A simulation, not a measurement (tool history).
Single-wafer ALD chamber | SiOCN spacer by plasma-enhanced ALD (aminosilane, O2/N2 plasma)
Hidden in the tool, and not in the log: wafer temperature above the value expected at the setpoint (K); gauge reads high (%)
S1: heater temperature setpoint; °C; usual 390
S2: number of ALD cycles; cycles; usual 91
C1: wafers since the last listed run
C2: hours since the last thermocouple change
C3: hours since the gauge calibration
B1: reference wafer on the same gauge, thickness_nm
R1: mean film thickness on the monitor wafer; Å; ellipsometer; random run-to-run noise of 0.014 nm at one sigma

Run 1, hour 0.0: usual settings; C1 0; C2 1280.9; C3 312.8; B1 6.088. Result: R1 56.86 Å.
Run 2, hour 13.4: usual settings; C1 28; C2 1294.3; C3 326.2; B1 6.086. Result: R1 56.88 Å.
At hour 53.4: gauge calibrated.
Run 3, hour 63.4: usual settings but S1 395 °C; C1 108; C2 1344.3; C3 10.0; B1 6.184. Result: R1 57.76 Å.
Run 4, hour 77.4: usual settings but S1 395 °C; C1 30; C2 1358.3; C3 24.0; B1 6.181. Result: R1 57.50 Å.
Run 5, hour 89.8: usual settings but S1 381 °C; C1 26; C2 1370.7; C3 36.4; B1 6.178. Result: R1 57.76 Å.
Run 6, hour 99.2: usual settings but S1 381 °C; C1 20; C2 1380.1; C3 45.8; B1 6.179. Result: R1 57.54 Å.
Run 7, hour 107.5: usual settings but S1 381 °C; C1 17; C2 1388.4; C3 54.1; B1 6.175. Result: R1 57.64 Å.
Run 8, hour 119.3: usual settings but S1 398 °C, S2 96 cycles; C1 25; C2 1400.2; C3 65.9; B1 6.172. Result: R1 60.59 Å.
Run 9, hour 132.0: usual settings; C1 27; C2 1412.9; C3 78.6; B1 6.166. Result: R1 57.73 Å.
Run 10, hour 141.3: usual settings; C1 20; C2 1422.2; C3 87.9; B1 6.166. Result: R1 57.57 Å.
Run 11, hour 152.9: usual settings; C1 25; C2 1433.8; C3 99.5; B1 6.163. Result: R1 57.60 Å.
Run 12, hour 163.0: usual settings; C1 21; C2 1443.9; C3 109.6; B1 6.158. Result: R1 57.50 Å.
At hour 180.6: thermocouple changed; heater temperature recalibrated.
Run 13, hour 180.9: usual settings; C1 21; C2 0.3; C3 127.5; B1 6.156. Result: R1 57.69 Å.
Run 14, hour 187.4: usual settings; C1 14; C2 6.8; C3 134.0; B1 6.154. Result: R1 57.54 Å.
Run 15, hour 197.7: usual settings; C1 22; C2 17.1; C3 144.3; B1 6.155. Result: R1 57.19 Å.
Run 16, hour 206.3: usual settings; C1 18; C2 25.7; C3 152.9; B1 6.150. Result: R1 57.43 Å.
Run 17, hour 217.4: usual settings; C1 23; C2 36.8; C3 164.0; B1 6.145. Result: R1 57.40 Å.
Run 18, hour 226.1: usual settings but S2 102 cycles; C1 18; C2 45.5; C3 172.7; B1 6.145. Result: R1 64.21 Å.
Run 19, hour 239.4: usual settings; C1 28; C2 58.8; C3 186.0; B1 6.141. Result: R1 57.48 Å.
Run 20, hour 248.8: usual settings but S1 404 °C; C1 20; C2 68.2; C3 195.4; B1 6.139. Result: R1 56.55 Å.
Run 21, hour 259.8: usual settings but S1 381 °C; C1 23; C2 79.2; C3 206.4; B1 6.138. Result: R1 57.16 Å.
Run 22, hour 275.0: usual settings but S1 381 °C, S2 76 cycles; C1 32; C2 94.4; C3 221.6; B1 6.133. Result: R1 47.62 Å.
Run 23, hour 282.5: usual settings; C1 16; C2 101.9; C3 229.1; B1 6.134. Result: R1 57.16 Å.
Run 24, hour 294.2: usual settings; C1 25; C2 113.6; C3 240.8; B1 6.128. Result: R1 57.31 Å.
Run 25, hour 310.8: usual settings but S2 74 cycles; C1 35; C2 130.2; C3 257.4; B1 6.120. Result: R1 46.43 Å.
Run 26, hour 320.3: usual settings but S1 398 °C, S2 96 cycles; C1 20; C2 139.7; C3 266.9; B1 6.119. Result: R1 60.17 Å.
Run 27, hour 364.0: usual settings but S1 396 °C, S2 83 cycles; C1 94; C2 183.4; C3 310.6; B1 6.109. Result: R1 52.04 Å.
Run 28, hour 376.2: usual settings; C1 26; C2 195.6; C3 322.8; B1 6.110. Result: R1 57.09 Å.
At hour 377.8: gauge calibrated.
Run 29, hour 392.2: usual settings but S1 399 °C, S2 107 cycles; C1 34; C2 211.6; C3 14.4; B1 6.149. Result: R1 67.62 Å.
Run 30, hour 399.4: usual settings but S1 386 °C, S2 73 cycles; C1 15; C2 218.8; C3 21.6; B1 6.147. Result: R1 46.05 Å.
Run 31, hour 407.1: usual settings but S1 386 °C, S2 96 cycles; C1 16; C2 226.5; C3 29.3; B1 6.148. Result: R1 60.50 Å.
Run 32, hour 444.8: usual settings but S1 386 °C, S2 108 cycles; C1 81; C2 264.2; C3 67.0; B1 6.142. Result: R1 68.04 Å.
Run 33, hour 461.2: usual settings but S1 397 °C, S2 101 cycles; C1 35; C2 280.6; C3 83.4; B1 6.135. Result: R1 63.38 Å.
Run 34, hour 507.2: usual settings but S1 405 °C, S2 82 cycles; C1 99; C2 326.6; C3 129.4; B1 6.124. Result: R1 50.89 Å.
Run 35, hour 524.3: usual settings but S1 378 °C, S2 99 cycles; C1 36; C2 343.7; C3 146.5; B1 6.119. Result: R1 62.15 Å.
Run 36, hour 553.0: usual settings but S1 394 °C, S2 107 cycles; C1 62; C2 372.4; C3 175.2; B1 6.112. Result: R1 67.17 Å.
Run 37, hour 560.1: usual settings but S1 379 °C, S2 75 cycles; C1 15; C2 379.5; C3 182.3; B1 6.111. Result: R1 47.04 Å.

Hidden condition of the tool, last listed run before each entry between runs versus first listed run after:
After run 2, before run 3: gauge calibrated (hour 53.4)
  gauge reads high (%): -1.38 -> 0.236
  measured less the result without the state, R1: -0.80 -> +0.14 Å
After run 12, before run 13: thermocouple changed; heater temperature recalibrated (hour 180.6)
  gauge reads high (%): -0.163 -> -0.234
  measured less the result without the state, R1: -0.10 -> -0.14 Å
After run 28, before run 29: gauge calibrated (hour 377.8)
  gauge reads high (%): -1.02 -> -0.312
  measured less the result without the state, R1: -0.59 -> -0.22 Å
